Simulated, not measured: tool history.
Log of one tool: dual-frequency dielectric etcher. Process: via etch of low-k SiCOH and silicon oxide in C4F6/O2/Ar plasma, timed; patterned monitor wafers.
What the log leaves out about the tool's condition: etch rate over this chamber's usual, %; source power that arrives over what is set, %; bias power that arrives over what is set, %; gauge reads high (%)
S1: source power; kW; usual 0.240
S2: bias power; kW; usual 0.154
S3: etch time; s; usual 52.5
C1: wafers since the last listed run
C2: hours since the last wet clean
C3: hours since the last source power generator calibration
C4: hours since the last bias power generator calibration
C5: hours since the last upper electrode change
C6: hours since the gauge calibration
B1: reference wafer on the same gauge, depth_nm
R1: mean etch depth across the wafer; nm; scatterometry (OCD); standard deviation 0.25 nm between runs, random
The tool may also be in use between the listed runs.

run   hour     S1     S2    S3   C1     C2      C3      C4      C5     C6     B1     R1
  1    0.0  0.240  0.154  52.5    0  228.1  3501.8  2569.4  2572.4  544.1  112.0  114.2
  2   23.8  0.240  0.166  52.5  293  251.9  3525.6  2593.2  2596.2  567.9  112.0  117.1
  3   56.2  0.240  0.154  52.5  399  284.3  3558.0  2625.6  2628.6  600.3  112.0  115.5
  4   70.3  0.260  0.154  52.5  174  298.4  3572.1  2639.7  2642.7  614.4  111.9  118.9
  5   91.8  0.260  0.154  52.5  265  319.9  3593.6  2661.2  2664.2  635.9  112.0  119.1
  6  106.8  0.260  0.154  52.5  185  334.9  3608.6  2676.2  2679.2  650.9  111.9  119.5
  7  140.0  0.240  0.169  52.5  409  368.1  3641.8  2709.4  2712.4  684.1  112.0  118.7
  8  154.8  0.240  0.154  52.5  182  382.9  3656.6  2724.2  2727.2  698.9  112.0  115.9
     171.1  -- source power generator calibrated
     199.5  -- wet clean of the chamber
     205.0  -- upper electrode replaced
  9  205.5  0.240  0.154  52.5  211    6.0    34.4  2774.9     0.5  749.6  112.0  112.7
 10  205.9  0.240  0.154  49.0    4    6.4    34.8  2775.3     0.9  750.0  112.0  105.4
 11  230.3  0.240  0.183  52.5  301   30.8    59.2  2799.7    25.3  774.4  112.0  118.4
 12  257.2  0.240  0.183  52.5  331   57.7    86.1  2826.6    52.2  801.3  112.0  119.0
     266.2  -- gauge calibrated
 13  277.8  0.240  0.183  52.5  254   78.3   106.7  2847.2    72.8   11.6  112.0  119.1
 14  300.5  0.240  0.154  52.5  280  101.0   129.4  2869.9    95.5   34.3  112.0  113.7
 15  318.4  0.190  0.174  44.0  220  118.9   147.3  2887.8   113.4   52.2  112.0   89.3
 16  347.3  0.280  0.136  46.0  356  147.8   176.2  2916.7   142.3   81.1  111.9  103.1
 17  359.8  0.240  0.183  37.5  154  160.3   188.7  2929.2   154.8   93.6  112.0   85.1
     386.1  -- bias power generator calibrated
 18  386.6  0.220  0.154  52.5  281  187.1   215.5     0.5   181.6  120.4  112.0  110.5
 19  417.3  0.240  0.154  38.5  378  217.8   246.2    31.2   212.3  151.1  112.0   83.6
 20  434.8  0.240  0.154  52.5  215  235.3   263.7    48.7   229.8  168.6  111.9  114.5
 21  465.9  0.240  0.154  52.5  383  266.4   294.8    79.8   260.9  199.7  112.0  115.4
 22  481.7  0.190  0.118  62.5  194  282.2   310.6    95.6   276.7  215.5  112.0  116.2
 23  505.1  0.200  0.166  46.5  288  305.6   334.0   119.0   300.1  238.9  112.0   96.5
     549.8  -- wet clean of the chamber
 24  550.3  0.190  0.154  52.5  261    0.5   379.2   164.2   345.3  284.1  112.0  102.5
 25  565.1  0.300  0.154  66.0  182   15.3   394.0   179.0   360.1  298.9  112.0  156.5
 26  586.8  0.190  0.122  46.5  267   37.0   415.7   200.7   381.8  320.6  112.1   85.7
 27  603.0  0.240  0.154  60.5  199   53.2   431.9   216.9   398.0  336.8  112.0  131.1
 28  622.2  0.280  0.154  52.5  236   72.4   451.1   236.1   417.2  356.0  112.0  121.4
 29  641.0  0.240  0.154  52.5  232   91.2   469.9   254.9   436.0  374.8  111.9  114.5

Alternative continuations, all from the tool just after run 29; predict every row:
  A  641.4  0.240  0.188  52.5   4  91.6  470.3  255.3  436.4  375.2   ?   ?
  B  641.4  0.200  0.141  66.0   4  91.6  470.3  255.3  436.4  375.2   ?   ?
  C  641.4  0.240  0.117  42.0   4  91.6  470.3  255.3  436.4  375.2   ?   ?
  D  641.4  0.240  0.122  52.5   4  91.6  470.3  255.3  436.4  375.2   ?   ?
  E  641.4  0.240  0.154  56.5   4  91.6  470.3  255.3  436.4  375.2   ?   ?

run     B1     R1
  A  112.0  120.3
  B  112.0  129.6
  C  112.0   85.1
  D  112.0  107.5
  E  112.0  122.6
Without the tool's unlogged condition, the same runs would have read:
run     R1
  A  119.2
  B  128.5
  C   84.3
  D  106.5
  E  121.5

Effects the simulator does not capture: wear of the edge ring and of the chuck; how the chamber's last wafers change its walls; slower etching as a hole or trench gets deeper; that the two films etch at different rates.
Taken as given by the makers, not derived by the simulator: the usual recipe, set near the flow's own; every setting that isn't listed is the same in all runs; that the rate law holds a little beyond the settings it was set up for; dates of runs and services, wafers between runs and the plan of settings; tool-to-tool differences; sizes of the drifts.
